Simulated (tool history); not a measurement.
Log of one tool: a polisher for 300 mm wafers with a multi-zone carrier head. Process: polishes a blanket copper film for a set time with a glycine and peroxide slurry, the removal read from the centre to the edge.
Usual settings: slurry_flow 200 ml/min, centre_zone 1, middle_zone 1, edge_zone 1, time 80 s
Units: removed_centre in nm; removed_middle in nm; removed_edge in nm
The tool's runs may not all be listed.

| run | hour | slurry_flow | centre_zone | middle_zone | edge_zone | time | incoming thickness of the incoming film, nm | removed_centre | removed_middle | removed_edge |
|---|---|---|---|---|---|---|---|---|---|---|
| 1 | 0 | 200 | 1 | 1 | 1 | 80 | 1780.1 | 629.3 | 609 | 624.8 |
| 2 | 48.5 | 200 | 0.92 | 1 | 1 | 92 | 1800.9 | 661.7 | 698.8 | 715.5 |
| 3 | 76.9 | 200 | 1 | 1 | 1 | 80 | 1793.5 | 633.2 | 607.3 | 615.5 |
|  | 103.2 | worn pad replaced by a new one |
| 4 | 144.4 | 200 | 1 | 1 | 1 | 61 | 1784 | 478.3 | 459.4 | 469.7 |
| 5 | 202.8 | 200 | 1 | 1 | 1 | 61 | 1757.3 | 475.3 | 465.1 | 472.5 |
|  | 252.8 | worn pad replaced by a new one |
| 6 | 303.2 | 200 | 1.07 | 1 | 1 | 80 | 1804.9 | 661.1 | 594.7 | 614.8 |
|  | 359.8 | slurry nozzle cleaned |
| 7 | 368.2 | 200 | 1.07 | 1 | 1 | 80 | 1745.3 | 701.3 | 622.1 | 627.5 |
|  | 406.9 | edge zone pressure recalibrated |
| 8 | 413.4 | 200 | 1 | 1.05 | 1 | 80 | 1805 | 647.5 | 644.2 | 624.3 |
|  | 422.1 | worn pad replaced by a new one |
|  | 449.5 | centre zone pressure recalibrated |
|  | 597.1 | worn pad replaced by a new one |
| 9 | 601.5 | 200 | 0.94 | 0.88 | 1 | 80 | 1748.6 | 601.8 | 559.3 | 624.4 |
|  | 616.1 | carrier head's membrane replaced by a new one |
| 10 | 649 | 135 | 1 | 1 | 0.88 | 80 | 1765 | 573.1 | 561 | 554.7 |
| 11 | 709 | 225 | 0.89 | 1 | 1 | 80 | 1784.6 | 576.9 | 623.9 | 630.3 |
| 12 | 733.2 | 200 | 1 | 1 | 1 | 80 | 1797.7 | 626.6 | 615.4 | 616 |
|  | 749.9 | worn pad replaced by a new one |
| 13 | 789.1 | 170 | 0.88 | 1.03 | 0.92 | 80 | 1796.8 | 537.8 | 602.4 | 591.9 |
| 14 | 858.4 | 255 | 1 | 1 | 1 | 68 | 1766.3 | 557.7 | 532.1 | 536.8 |

The same runs without the tool's hidden state, with the same run-to-run variation:
The hidden state here: removal rate lost through wear of the pad, %; slurry flow missing at the pad, %; deviation of the centre zone's pressure from its setpoint, %; deviation of the edge zone's pressure from its setpoint, %.
| run | removed_centre | removed_middle | removed_edge |
|---|---|---|---|
| 1 | 648.7 | 625.6 | 637.3 |
| 2 | 684.4 | 720.1 | 731.5 |
| 3 | 656.2 | 627 | 630.2 |
| 4 | 498.3 | 476.4 | 482.4 |
| 5 | 497.3 | 484.3 | 486.7 |
| 6 | 697.6 | 623.8 | 636.7 |
| 7 | 705.3 | 625.3 | 629.9 |
| 8 | 652.7 | 648.8 | 627.7 |
| 9 | 613.3 | 568.8 | 632.2 |
| 10 | 592.9 | 577.9 | 566.4 |
| 11 | 590 | 636.6 | 639.9 |
| 12 | 643.9 | 630.5 | 627.1 |
| 13 | 558.2 | 622.6 | 606.2 |
| 14 | 573.3 | 545.5 | 546.9 |
